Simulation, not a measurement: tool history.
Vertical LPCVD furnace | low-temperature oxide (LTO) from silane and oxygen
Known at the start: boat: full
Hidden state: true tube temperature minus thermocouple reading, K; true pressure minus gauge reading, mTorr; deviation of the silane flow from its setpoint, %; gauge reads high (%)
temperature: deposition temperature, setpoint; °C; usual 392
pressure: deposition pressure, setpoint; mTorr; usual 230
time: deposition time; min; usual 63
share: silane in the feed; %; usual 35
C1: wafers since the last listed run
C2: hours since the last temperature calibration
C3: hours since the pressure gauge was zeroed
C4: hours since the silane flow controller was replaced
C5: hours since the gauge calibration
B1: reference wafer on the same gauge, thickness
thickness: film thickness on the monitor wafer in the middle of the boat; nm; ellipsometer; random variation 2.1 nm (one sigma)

run 1 hour=0 | temperature=384 pressure=230 time=43.5 share=35 | C1=0 C2=3673.5 C3=4066.4 C4=5536.6 C5=644.9 | B1=489.8 | thickness=292.19
run 2 hour=14.8 | temperature=392 pressure=230 time=63 share=35 | C1=302 C2=3688.3 C3=4081.2 C4=5551.4 C5=659.7 | B1=490.09 | thickness=466.32
run 3 hour=40.4 | temperature=392 pressure=230 time=63 share=35 | C1=524 C2=3713.9 C3=4106.8 C4=5577 C5=685.3 | B1=490.76 | thickness=466.84
run 4 hour=56 | temperature=396 pressure=230 time=69.5 share=35 | C1=319 C2=3729.5 C3=4122.4 C4=5592.6 C5=700.9 | B1=490.6 | thickness=537.25
run 5 hour=86.8 | temperature=396 pressure=230 time=69.5 share=35 | C1=630 C2=3760.3 C3=4153.2 C4=5623.4 C5=731.7 | B1=491.03 | thickness=539.8
run 6 hour=106.7 | temperature=392 pressure=230 time=63 share=38 | C1=407 C2=3780.2 C3=4173.1 C4=5643.3 C5=751.6 | B1=491.2 | thickness=522.63
run 7 hour=134.1 | temperature=392 pressure=230 time=63 share=38 | C1=560 C2=3807.6 C3=4200.5 C4=5670.7 C5=779 | B1=491.77 | thickness=526.04
run 8 hour=156 | temperature=392 pressure=230 time=63 share=38 | C1=448 C2=3829.5 C3=4222.4 C4=5692.6 C5=800.9 | B1=492.31 | thickness=523.9
run 9 hour=189 | temperature=392 pressure=230 time=63 share=35 | C1=675 C2=3862.5 C3=4255.4 C4=5725.6 C5=833.9 | B1=492.64 | thickness=470.72
run 10 hour=219.1 | temperature=392 pressure=230 time=63 share=35 | C1=616 C2=3892.6 C3=4285.5 C4=5755.7 C5=864 | B1=493.21 | thickness=471.43
run 11 hour=236.2 | temperature=392 pressure=230 time=63 share=35 | C1=350 C2=3909.7 C3=4302.6 C4=5772.8 C5=881.1 | B1=493.16 | thickness=467.84
run 12 hour=253.6 | temperature=392 pressure=230 time=63 share=35 | C1=356 C2=3927.1 C3=4320 C4=5790.2 C5=898.5 | B1=493.82 | thickness=466.97
-- hour=285.6 thermocouples replaced and temperature profile calibrated
run 13 hour=286.1 | temperature=392 pressure=230 time=63 share=33 | C1=173 C2=0.5 C3=4352.5 C4=5822.7 C5=931 | B1=494.15 | thickness=432.81
run 14 hour=340.3 | temperature=392 pressure=230 time=63 share=35 | C1=1109 C2=54.7 C3=4406.7 C4=5876.9 C5=985.2 | B1=494.79 | thickness=469.04
run 15 hour=368.8 | temperature=381 pressure=180 time=63 share=31 | C1=583 C2=83.2 C3=4435.2 C4=5905.4 C5=1013.7 | B1=495.9 | thickness=271.24
-- hour=418.5 silane flow controller replaced
run 16 hour=419 | temperature=392 pressure=230 time=63 share=35 | C1=536 C2=133.4 C3=4485.4 C4=0.5 C5=1063.9 | B1=496.35 | thickness=471.33
run 17 hour=423.3 | temperature=392 pressure=230 time=70 share=35 | C1=88 C2=137.7 C3=4489.7 C4=4.8 C5=1068.2 | B1=496.34 | thickness=528.58
run 18 hour=427.7 | temperature=392 pressure=230 time=63 share=35 | C1=90 C2=142.1 C3=4494.1 C4=9.2 C5=1072.6 | B1=495.95 | thickness=475.23
-- hour=435.5 gauge calibrated
run 19 hour=441.1 | temperature=398 pressure=190 time=63 share=35 | C1=274 C2=155.5 C3=4507.5 C4=22.6 C5=5.6 | B1=479.46 | thickness=405.34
run 20 hour=494 | temperature=392 pressure=230 time=82 share=39 | C1=1082 C2=208.4 C3=4560.4 C4=75.5 C5=58.5 | B1=480.86 | thickness=686.63
run 21 hour=509.5 | temperature=400 pressure=230 time=63 share=40 | C1=317 C2=223.9 C3=4575.9 C4=91 C5=74 | B1=480.61 | thickness=599.04
run 22 hour=534.8 | temperature=392 pressure=190 time=55 share=35 | C1=517 C2=249.2 C3=4601.2 C4=116.3 C5=99.3 | B1=481.1 | thickness=329.89

Forecast run 23:
-- hour=570.3 pressure gauge zeroed
run 23 hour=570.8 | temperature=392 pressure=230 time=63 share=35 | C1=245 C2=285.2 C3=0.5 C4=152.3 C5=135.3 | B1=? | thickness=?

Run 23 gave B1 481.76, thickness 463.02 nm.
Without the tool's hidden state the same run would have given thickness 459.55 nm.
